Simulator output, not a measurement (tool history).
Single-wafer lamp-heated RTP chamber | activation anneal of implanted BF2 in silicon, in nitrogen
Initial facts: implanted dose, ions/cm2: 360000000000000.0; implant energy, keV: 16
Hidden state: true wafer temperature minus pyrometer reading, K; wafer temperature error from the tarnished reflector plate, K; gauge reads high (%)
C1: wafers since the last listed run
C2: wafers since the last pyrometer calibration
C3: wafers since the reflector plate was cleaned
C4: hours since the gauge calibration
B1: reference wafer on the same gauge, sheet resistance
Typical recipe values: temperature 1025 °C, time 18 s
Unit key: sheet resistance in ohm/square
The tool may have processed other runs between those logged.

{"run": 1, "hour": 0.0, "temperature": 1025, "time": 18, "C1": 0, "C2": 1767, "C3": 12707, "C4": 596.6, "B1": 321.01, "sheet resistance": 356.86}
{"run": 2, "hour": 16.9, "temperature": 1025, "time": 18, "C1": 146, "C2": 1913, "C3": 12853, "C4": 613.5, "B1": 320.92, "sheet resistance": 354.97}
{"run": 3, "hour": 28.1, "temperature": 1025, "time": 18, "C1": 96, "C2": 2010, "C3": 12950, "C4": 624.7, "B1": 321, "sheet resistance": 356.49}
{"run": 4, "hour": 58.3, "temperature": 1025, "time": 18, "C1": 261, "C2": 2271, "C3": 13211, "C4": 654.9, "B1": 321.01, "sheet resistance": 356.82}
{"run": 5, "hour": 64.4, "temperature": 1025, "time": 18, "C1": 52, "C2": 2324, "C3": 13264, "C4": 661, "B1": 321.1, "sheet resistance": 355.39}
{"run": 6, "hour": 78.1, "temperature": 1025, "time": 18, "C1": 118, "C2": 2442, "C3": 13382, "C4": 674.7, "B1": 320.92, "sheet resistance": 355.9}
{"hour": 87.0, "done": "gauge calibrated"}
{"run": 7, "hour": 89.6, "temperature": 1025, "time": 18, "C1": 99, "C2": 2542, "C3": 13482, "C4": 2.6, "B1": 321.04, "sheet resistance": 355.13}
{"run": 8, "hour": 101.3, "temperature": 1025, "time": 18, "C1": 101, "C2": 2643, "C3": 13583, "C4": 14.3, "B1": 321.03, "sheet resistance": 356.03}
{"run": 9, "hour": 115.8, "temperature": 1025, "time": 18, "C1": 125, "C2": 2768, "C3": 13708, "C4": 28.8, "B1": 320.98, "sheet resistance": 356.56}
{"run": 10, "hour": 122.9, "temperature": 1034, "time": 18, "C1": 61, "C2": 2830, "C3": 13770, "C4": 35.9, "B1": 321.01, "sheet resistance": 352.91}
{"run": 11, "hour": 134.9, "temperature": 1025, "time": 18, "C1": 103, "C2": 2934, "C3": 13874, "C4": 47.9, "B1": 321.08, "sheet resistance": 355.05}
{"run": 12, "hour": 145.5, "temperature": 1025, "time": 18, "C1": 91, "C2": 3025, "C3": 13965, "C4": 58.5, "B1": 321.06, "sheet resistance": 354.16}
{"run": 13, "hour": 156.6, "temperature": 1004, "time": 26, "C1": 95, "C2": 3121, "C3": 14061, "C4": 69.6, "B1": 320.94, "sheet resistance": 355.74}
{"hour": 169.6, "done": "reflector plate cleaned"}
{"run": 14, "hour": 173.1, "temperature": 1007, "time": 18, "C1": 73, "C2": 3195, "C3": 30, "C4": 86.1, "B1": 320.97, "sheet resistance": 359.75}
{"run": 15, "hour": 179.9, "temperature": 1025, "time": 18, "C1": 58, "C2": 3253, "C3": 89, "C4": 92.9, "B1": 321.03, "sheet resistance": 355.44}
{"run": 16, "hour": 193.6, "temperature": 1013, "time": 28, "C1": 118, "C2": 3372, "C3": 207, "C4": 106.6, "B1": 321.02, "sheet resistance": 353.06}
{"run": 17, "hour": 200.3, "temperature": 1040, "time": 18, "C1": 57, "C2": 3430, "C3": 265, "C4": 113.3, "B1": 320.99, "sheet resistance": 349.78}
{"run": 18, "hour": 214.4, "temperature": 996, "time": 26, "C1": 121, "C2": 3552, "C3": 387, "C4": 127.4, "B1": 320.99, "sheet resistance": 359.29}
{"run": 19, "hour": 229.6, "temperature": 1025, "time": 18, "C1": 131, "C2": 3683, "C3": 519, "C4": 142.6, "B1": 320.95, "sheet resistance": 356.02}
{"run": 20, "hour": 243.2, "temperature": 1025, "time": 18, "C1": 117, "C2": 3801, "C3": 636, "C4": 156.2, "B1": 321, "sheet resistance": 354.46}
{"run": 21, "hour": 272.9, "temperature": 1025, "time": 18, "C1": 256, "C2": 4058, "C3": 893, "C4": 185.9, "B1": 321.06, "sheet resistance": 353.48}
{"run": 22, "hour": 284.7, "temperature": 1025, "time": 18, "C1": 102, "C2": 4160, "C3": 995, "C4": 197.7, "B1": 321.01, "sheet resistance": 353.53}
{"run": 23, "hour": 299.7, "temperature": 1010, "time": 18, "C1": 129, "C2": 4289, "C3": 1125, "C4": 212.7, "B1": 321.05, "sheet resistance": 359.39}
{"run": 24, "hour": 313.9, "temperature": 1007, "time": 25, "C1": 122, "C2": 4412, "C3": 1248, "C4": 226.9, "B1": 321.11, "sheet resistance": 356.08}
{"run": 25, "hour": 320.1, "temperature": 1050, "time": 10, "C1": 53, "C2": 4466, "C3": 1301, "C4": 233.1, "B1": 320.87, "sheet resistance": 354.4}
{"run": 26, "hour": 335.6, "temperature": 1025, "time": 18, "C1": 134, "C2": 4600, "C3": 1435, "C4": 248.6, "B1": 321, "sheet resistance": 354.58}
{"run": 27, "hour": 352.6, "temperature": 1042, "time": 26, "C1": 147, "C2": 4747, "C3": 1582, "C4": 265.6, "B1": 320.92, "sheet resistance": 345.08}
{"hour": 362.0, "done": "pyrometer window cleaned and pyrometer calibrated"}
{"run": 28, "hour": 366.1, "temperature": 1008, "time": 10, "C1": 47, "C2": 35, "C3": 1630, "C4": 279.1, "B1": 320.89, "sheet resistance": 368.42}
{"run": 29, "hour": 382.6, "temperature": 1014, "time": 9, "C1": 142, "C2": 177, "C3": 1773, "C4": 295.6, "B1": 320.97, "sheet resistance": 366.63}
{"run": 30, "hour": 393.9, "temperature": 1050, "time": 15, "C1": 97, "C2": 275, "C3": 1870, "C4": 306.9, "B1": 321.07, "sheet resistance": 351.42}
{"run": 31, "hour": 403.6, "temperature": 1045, "time": 23, "C1": 83, "C2": 359, "C3": 1954, "C4": 316.6, "B1": 321.01, "sheet resistance": 348.77}
{"run": 32, "hour": 453.5, "temperature": 1025, "time": 18, "C1": 431, "C2": 790, "C3": 2386, "C4": 366.5, "B1": 321.03, "sheet resistance": 357.95}
{"run": 33, "hour": 464.3, "temperature": 1025, "time": 18, "C1": 93, "C2": 884, "C3": 2479, "C4": 377.3, "B1": 321.07, "sheet resistance": 357.02}
{"run": 34, "hour": 476.5, "temperature": 1052, "time": 25, "C1": 105, "C2": 989, "C3": 2584, "C4": 389.5, "B1": 321.04, "sheet resistance": 343.79}
{"run": 35, "hour": 487.6, "temperature": 1025, "time": 18, "C1": 95, "C2": 1085, "C3": 2680, "C4": 400.6, "B1": 320.99, "sheet resistance": 355.5}
{"run": 36, "hour": 494.8, "temperature": 1034, "time": 14, "C1": 62, "C2": 1148, "C3": 2743, "C4": 407.8, "B1": 320.86, "sheet resistance": 356.72}
{"run": 37, "hour": 508.1, "temperature": 1006, "time": 7, "C1": 115, "C2": 1263, "C3": 2858, "C4": 421.1, "B1": 320.92, "sheet resistance": 368.38}
{"run": 38, "hour": 521.8, "temperature": 1003, "time": 14, "C1": 118, "C2": 1381, "C3": 2976, "C4": 434.8, "B1": 320.99, "sheet resistance": 363.35}

Branching from run 38: 3 alternative next runs. What would each branch give?
{"run": "A", "hour": 522.2, "temperature": 1025, "time": 18, "C1": 3, "C2": 1384, "C3": 2980, "C4": 435.2, "B1": "?", "sheet resistance": "?"}
{"run": "B", "hour": 522.2, "temperature": 1044, "time": 7, "C1": 3, "C2": 1384, "C3": 2980, "C4": 435.2, "B1": "?", "sheet resistance": "?"}
{"run": "C", "hour": 522.2, "temperature": 1017, "time": 10, "C1": 3, "C2": 1384, "C3": 2980, "C4": 435.2, "B1": "?", "sheet resistance": "?"}

run=A B1=321.05 sheet_resistance=356.05
run=B B1=321.05 sheet_resistance=360.4
run=C B1=321.05 sheet_resistance=364.06
Without the tool's hidden state the same runs would have given:
run=A sheet_resistance=358.6
run=B sheet_resistance=362.4
run=C sheet_resistance=365.93

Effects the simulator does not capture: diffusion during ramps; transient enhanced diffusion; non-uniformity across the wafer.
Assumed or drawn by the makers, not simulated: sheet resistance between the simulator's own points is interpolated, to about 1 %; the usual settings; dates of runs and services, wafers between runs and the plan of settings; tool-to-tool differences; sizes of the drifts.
